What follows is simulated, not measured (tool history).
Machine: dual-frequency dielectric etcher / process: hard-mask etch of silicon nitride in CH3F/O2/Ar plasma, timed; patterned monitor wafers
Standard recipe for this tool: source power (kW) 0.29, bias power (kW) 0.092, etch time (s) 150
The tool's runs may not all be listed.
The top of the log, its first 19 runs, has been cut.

run	hour	source power (kW)	bias power (kW)	etch time (s)	read-back reference wafer on the same gauge, depth_nm	mean etch depth across the wafer (nm)
20	1152.1	0.29	0.092	112	111.2	73.3
21	1187.1	0.31	0.092	172	111.1	116.4
22	1229.2	0.29	0.086	131	111.2	84.7
23	1298.6	0.27	0.111	182	111.1	123.4
24	1333	0.29	0.092	129.5	110.9	86
25	1370.1	0.22	0.092	150	111.1	87.3
26	1432.5	0.29	0.092	167	110.9	111.8
27	1463.3	0.33	0.092	177	111.1	125.6
28	1502.1	0.32	0.106	150	111.3	110.8
# hour 1535.7: wet clean of the chamber
29	1552	0.29	0.092	150	111	98
30	1593.1	0.24	0.092	150	111.2	89.9

Each row is a separate what-if for the run after 30, all from the same tool condition, not one after another. Results?
A	1593.6	0.29	0.092	150	?	?
B	1593.6	0.25	0.083	150	?	?
C	1593.6	0.25	0.083	137	?	?
D	1593.6	0.31	0.08	174	?	?

run	read-back reference wafer on the same gauge, depth_nm	mean etch depth across the wafer (nm)
A	111.2	98.1
B	111.2	88.6
C	111.2	80.9
D	111.2	112.1
The same runs, with their run-to-run variation unchanged, on a tool lacking any hidden condition would have given:
run	mean etch depth across the wafer (nm)
A	97.6
B	88.1
C	80.4
D	111.5

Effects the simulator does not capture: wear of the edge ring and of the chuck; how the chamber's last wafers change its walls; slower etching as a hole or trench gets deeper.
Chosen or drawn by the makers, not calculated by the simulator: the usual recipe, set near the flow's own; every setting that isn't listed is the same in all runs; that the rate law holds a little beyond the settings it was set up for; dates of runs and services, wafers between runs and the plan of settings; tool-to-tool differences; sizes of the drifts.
